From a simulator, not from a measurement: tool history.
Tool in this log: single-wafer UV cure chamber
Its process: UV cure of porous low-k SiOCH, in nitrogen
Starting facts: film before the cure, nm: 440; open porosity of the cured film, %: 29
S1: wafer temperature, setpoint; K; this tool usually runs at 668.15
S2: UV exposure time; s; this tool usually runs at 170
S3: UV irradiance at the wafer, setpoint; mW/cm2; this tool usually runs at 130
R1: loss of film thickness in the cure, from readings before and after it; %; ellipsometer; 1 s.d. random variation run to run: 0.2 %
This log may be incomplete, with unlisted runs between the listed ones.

run,hour,S1,S2,S3,R1
1,0,668.15,170,109,11.744
2,37.8,668.15,170,109,11.888
3,77.5,668.15,170,109,11.499
4,130.3,668.15,170,130,12.429
5,199.8,668.15,170,130,12.482
6,299,668.15,170,130,12.368
7,381.8,654.15,170,130,11.954
8,472.7,654.15,170,130,12.372
9,565.1,668.15,170,130,12.372
# hour 597.9: quartz window cleaned
10,667.2,668.15,170,154,13.474
# hour 699.5: UV bulbs replaced
11,763.8,668.15,170,154,13.614
12,864.1,668.15,220,130,13.734
13,906.4,668.15,170,130,12.447
14,999.7,668.15,170,130,12.844
15,1060.8,668.15,130,130,10.935
16,1163.4,668.15,130,130,11.144
# hour 1263.2: quartz window cleaned
17,1263.7,668.15,130,130,11.131
18,1353.7,677.15,95,130,9.64
19,1389.9,668.15,170,130,12.342
20,1462.8,668.15,170,130,12.435
21,1545.8,668.15,170,130,12.49
22,1600.4,668.15,170,130,12.822
23,1677.3,682.15,95,118,9.445
24,1729.7,668.15,170,130,12.454
25,1768.4,675.15,80,101,7.749
26,1852.6,677.15,170,142,13.201
# hour 1869.4: quartz window cleaned
27,1912.2,668.15,170,130,12.633
28,1952.4,668.15,170,130,12.451
29,2003.8,687.15,130,95,10.169
30,2086.4,668.15,170,130,12.747
31,2169,678.15,120,96,9.729
32,2335.7,677.15,240,165,15.349
# hour 2364: UV bulbs replaced
33,2380.7,668.15,170,130,12.111
34,2427.2,668.15,170,153,13.363
# hour 2497.6: quartz window cleaned
35,2517.3,678.15,120,99,9.933
36,2556.6,686.15,70,110,7.905
37,2640.3,656.15,235,130,13.769
38,2740.3,659.15,170,117,11.777
39,2794.9,668.15,235,130,14.154
40,2880.9,653.15,105,143,10.432
41,3174.9,668.15,170,130,12.754
# hour 3214.3: quartz window cleaned
42,3220.9,668.15,170,112,11.887
43,3281.9,668.15,170,130,12.592
44,3348,668.15,170,130,12.885
45,3431.2,661.15,170,116,11.615

Below are 3 alternative next runs, each starting from the tool's condition after run 45. Predict each:
A,3431.7,679.15,170,130,?
B,3431.7,683.15,170,169,?
C,3431.7,668.15,75,153,?

run,R1
A,13.201
B,14.623
C,9.771
With the hidden condition removed and each run's random variation left untouched, the same runs would have given:
run,R1
A,13.201
B,14.623
C,9.771
